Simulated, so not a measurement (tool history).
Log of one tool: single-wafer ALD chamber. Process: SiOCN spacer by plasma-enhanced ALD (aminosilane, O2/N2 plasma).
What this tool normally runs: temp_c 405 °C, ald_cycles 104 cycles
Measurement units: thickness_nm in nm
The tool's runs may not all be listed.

run   hour  temp_c  ald_cycles  read-back reference wafer on the same gauge, thickness_nm  thickness_nm
  1      0     412         104                                                      7.142         5.857
  2   12.5     412         104                                                      7.144         5.883
  3   30.9     405         104                                                      7.141         5.981
  4   59.8     405         104                                                      7.129         5.993
  5     88     405         104                                                      7.141         5.965
  6  107.3     416         104                                                      7.136         5.799
  7  136.9     416         104                                                       7.14         5.806
  8  150.4     416         104                                                      7.148          5.79
     170.9  -- thermocouple changed; heater temperature recalibrated
  9  172.3     417          92                                                       7.14         5.117
 10    187     417         104                                                      7.132         5.786
 11  201.1     416          84                                                       7.14         4.689
 12  231.8     416         104                                                       7.14         5.808

Expected results for the next run?
     239.1  -- gauge calibrated
 13  246.4     405         112                                                          ?             ?

{"run 13": {"read-back reference wafer on the same gauge, thickness_nm": 7.147, "thickness_nm": 6.443}}
With no hidden state in the tool, this same run would have given thickness_nm 6.443 nm.

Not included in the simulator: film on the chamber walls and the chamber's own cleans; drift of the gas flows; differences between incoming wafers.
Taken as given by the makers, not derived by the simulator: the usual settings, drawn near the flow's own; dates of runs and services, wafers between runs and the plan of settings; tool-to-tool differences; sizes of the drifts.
